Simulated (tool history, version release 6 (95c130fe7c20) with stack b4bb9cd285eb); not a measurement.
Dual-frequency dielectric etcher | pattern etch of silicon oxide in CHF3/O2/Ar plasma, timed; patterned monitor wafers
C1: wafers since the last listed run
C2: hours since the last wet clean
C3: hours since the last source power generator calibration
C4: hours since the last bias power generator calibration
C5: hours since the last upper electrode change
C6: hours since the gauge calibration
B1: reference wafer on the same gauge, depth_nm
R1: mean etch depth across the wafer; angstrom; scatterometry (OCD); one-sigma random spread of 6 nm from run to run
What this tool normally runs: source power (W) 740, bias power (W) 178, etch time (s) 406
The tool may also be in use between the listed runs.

run 1 hour=0 | source_power_(W)=620 bias_power_(W)=178 etch_time_(s)=406 | C1=0 C2=304.4 C3=2534.3 C4=3118 C5=1295.2 C6=132.1 | B1=1044.5 | R1=8095
run 2 hour=18.1 | source_power_(W)=740 bias_power_(W)=178 etch_time_(s)=406 | C1=75 C2=322.5 C3=2552.4 C4=3136.1 C5=1313.3 C6=150.2 | B1=1044.1 | R1=8611
run 3 hour=34.3 | source_power_(W)=740 bias_power_(W)=178 etch_time_(s)=406 | C1=67 C2=338.7 C3=2568.6 C4=3152.3 C5=1329.5 C6=166.4 | B1=1045.4 | R1=8660
run 4 hour=65.7 | source_power_(W)=740 bias_power_(W)=178 etch_time_(s)=406 | C1=131 C2=370.1 C3=2600 C4=3183.7 C5=1360.9 C6=197.8 | B1=1045.9 | R1=8551
run 5 hour=100.3 | source_power_(W)=740 bias_power_(W)=178 etch_time_(s)=406 | C1=144 C2=404.7 C3=2634.6 C4=3218.3 C5=1395.5 C6=232.4 | B1=1044.2 | R1=8530
run 6 hour=128.2 | source_power_(W)=740 bias_power_(W)=178 etch_time_(s)=406 | C1=116 C2=432.6 C3=2662.5 C4=3246.2 C5=1423.4 C6=260.3 | B1=1044.4 | R1=8475
run 7 hour=140.9 | source_power_(W)=740 bias_power_(W)=178 etch_time_(s)=406 | C1=53 C2=445.3 C3=2675.2 C4=3258.9 C5=1436.1 C6=273 | B1=1044.9 | R1=8557
-- hour=173 wet clean of the chamber
run 8 hour=174.1 | source_power_(W)=740 bias_power_(W)=178 etch_time_(s)=406 | C1=38 C2=1.1 C3=2708.4 C4=3292.1 C5=1469.3 C6=306.2 | B1=1044.6 | R1=9093
run 9 hour=209.3 | source_power_(W)=740 bias_power_(W)=152 etch_time_(s)=406 | C1=147 C2=36.3 C3=2743.6 C4=3327.3 C5=1504.5 C6=341.4 | B1=1042.2 | R1=8443
run 10 hour=224.2 | source_power_(W)=740 bias_power_(W)=152 etch_time_(s)=406 | C1=62 C2=51.2 C3=2758.5 C4=3342.2 C5=1519.4 C6=356.3 | B1=1044.9 | R1=8480
run 11 hour=239.6 | source_power_(W)=740 bias_power_(W)=188 etch_time_(s)=406 | C1=64 C2=66.6 C3=2773.9 C4=3357.6 C5=1534.8 C6=371.7 | B1=1045.8 | R1=9101
run 12 hour=252.3 | source_power_(W)=660 bias_power_(W)=178 etch_time_(s)=406 | C1=53 C2=79.3 C3=2786.6 C4=3370.3 C5=1547.5 C6=384.4 | B1=1045.1 | R1=8566
run 13 hour=285.1 | source_power_(W)=740 bias_power_(W)=178 etch_time_(s)=489.5 | C1=137 C2=112.1 C3=2819.4 C4=3403.1 C5=1580.3 C6=417.2 | B1=1045.6 | R1=10797
-- hour=303.8 bias power generator calibrated
run 14 hour=383.1 | source_power_(W)=740 bias_power_(W)=178 etch_time_(s)=489.5 | C1=393 C2=210.1 C3=2917.4 C4=79.3 C5=1678.3 C6=515.2 | B1=1044.3 | R1=10656
run 15 hour=405.3 | source_power_(W)=870 bias_power_(W)=204 etch_time_(s)=469 | C1=92 C2=232.3 C3=2939.6 C4=101.5 C5=1700.5 C6=537.4 | B1=1045.5 | R1=11338
run 16 hour=437.1 | source_power_(W)=740 bias_power_(W)=151 etch_time_(s)=406 | C1=132 C2=264.1 C3=2971.4 C4=133.3 C5=1732.3 C6=569.2 | B1=1045.3 | R1=8383
-- hour=472.6 source power generator calibrated
-- hour=473.9 upper electrode replaced
run 17 hour=474.4 | source_power_(W)=740 bias_power_(W)=178 etch_time_(s)=406 | C1=133 C2=301.4 C3=1.8 C4=170.6 C5=0.5 C6=606.5 | B1=1044.5 | R1=8800
run 18 hour=486.5 | source_power_(W)=740 bias_power_(W)=178 etch_time_(s)=442.5 | C1=50 C2=313.5 C3=13.9 C4=182.7 C5=12.6 C6=618.6 | B1=1042.7 | R1=9476
run 19 hour=517.9 | source_power_(W)=740 bias_power_(W)=178 etch_time_(s)=406 | C1=131 C2=344.9 C3=45.3 C4=214.1 C5=44 C6=650 | B1=1045.6 | R1=8616
run 20 hour=549.1 | source_power_(W)=740 bias_power_(W)=178 etch_time_(s)=406 | C1=130 C2=376.1 C3=76.5 C4=245.3 C5=75.2 C6=681.2 | B1=1045.6 | R1=8656
run 21 hour=567.9 | source_power_(W)=600 bias_power_(W)=162 etch_time_(s)=459.5 | C1=78 C2=394.9 C3=95.3 C4=264.1 C5=94 C6=700 | B1=1045.1 | R1=8696
run 22 hour=599.2 | source_power_(W)=830 bias_power_(W)=178 etch_time_(s)=460 | C1=130 C2=426.2 C3=126.6 C4=295.4 C5=125.3 C6=731.3 | B1=1046.4 | R1=10044
-- hour=617.9 gauge calibrated
-- hour=643.1 wet clean of the chamber
run 23 hour=643.6 | source_power_(W)=830 bias_power_(W)=178 etch_time_(s)=406 | C1=85 C2=0.5 C3=171 C4=339.8 C5=169.7 C6=25.7 | B1=1044.4 | R1=9486
run 24 hour=687.5 | source_power_(W)=890 bias_power_(W)=140 etch_time_(s)=479.5 | C1=183 C2=44.4 C3=214.9 C4=383.7 C5=213.6 C6=69.6 | B1=1044.7 | R1=10489
run 25 hour=704.1 | source_power_(W)=850 bias_power_(W)=178 etch_time_(s)=406 | C1=69 C2=61 C3=231.5 C4=400.3 C5=230.2 C6=86.2 | B1=1044.2 | R1=9523
run 26 hour=799.5 | source_power_(W)=580 bias_power_(W)=136 etch_time_(s)=347 | C1=398 C2=156.4 C3=326.9 C4=495.7 C5=325.6 C6=181.6 | B1=1042.6 | R1=6309
run 27 hour=879.1 | source_power_(W)=600 bias_power_(W)=164 etch_time_(s)=462.5 | C1=332 C2=236 C3=406.5 C4=575.3 C5=405.2 C6=261.2 | B1=1046.4 | R1=9022
run 28 hour=906.1 | source_power_(W)=900 bias_power_(W)=141 etch_time_(s)=517.5 | C1=112 C2=263 C3=433.5 C4=602.3 C5=432.2 C6=288.2 | B1=1045.7 | R1=11092
run 29 hour=938.4 | source_power_(W)=640 bias_power_(W)=135 etch_time_(s)=342.5 | C1=135 C2=295.3 C3=465.8 C4=634.6 C5=464.5 C6=320.5 | B1=1044.7 | R1=6386
run 30 hour=958.6 | source_power_(W)=840 bias_power_(W)=158 etch_time_(s)=406 | C1=84 C2=315.5 C3=486 C4=654.8 C5=484.7 C6=340.7 | B1=1045.4 | R1=8862

4 ways to go on from here, each from the tool as it stands after run 30. What would each give?
run A hour=959.1 | source_power_(W)=840 bias_power_(W)=178 etch_time_(s)=406 | C1=2 C2=316 C3=486.5 C4=655.3 C5=485.2 C6=341.2 | B1=? | R1=?
run B hour=959.1 | source_power_(W)=800 bias_power_(W)=213 etch_time_(s)=494.5 | C1=2 C2=316 C3=486.5 C4=655.3 C5=485.2 C6=341.2 | B1=? | R1=?
run C hour=959.1 | source_power_(W)=640 bias_power_(W)=178 etch_time_(s)=483 | C1=2 C2=316 C3=486.5 C4=655.3 C5=485.2 C6=341.2 | B1=? | R1=?
run D hour=959.1 | source_power_(W)=910 bias_power_(W)=152 etch_time_(s)=340.5 | C1=2 C2=316 C3=486.5 C4=655.3 C5=485.2 C6=341.2 | B1=? | R1=?

run=A B1=1044.6 R1=9245
run=B B1=1044.6 R1=11780
run=C B1=1044.6 R1=9951
run=D B1=1044.6 R1=7572
What these runs would have given with no unlogged condition in the tool:
run=A R1=9543
run=B R1=12160
run=C R1=10272
run=D R1=7816
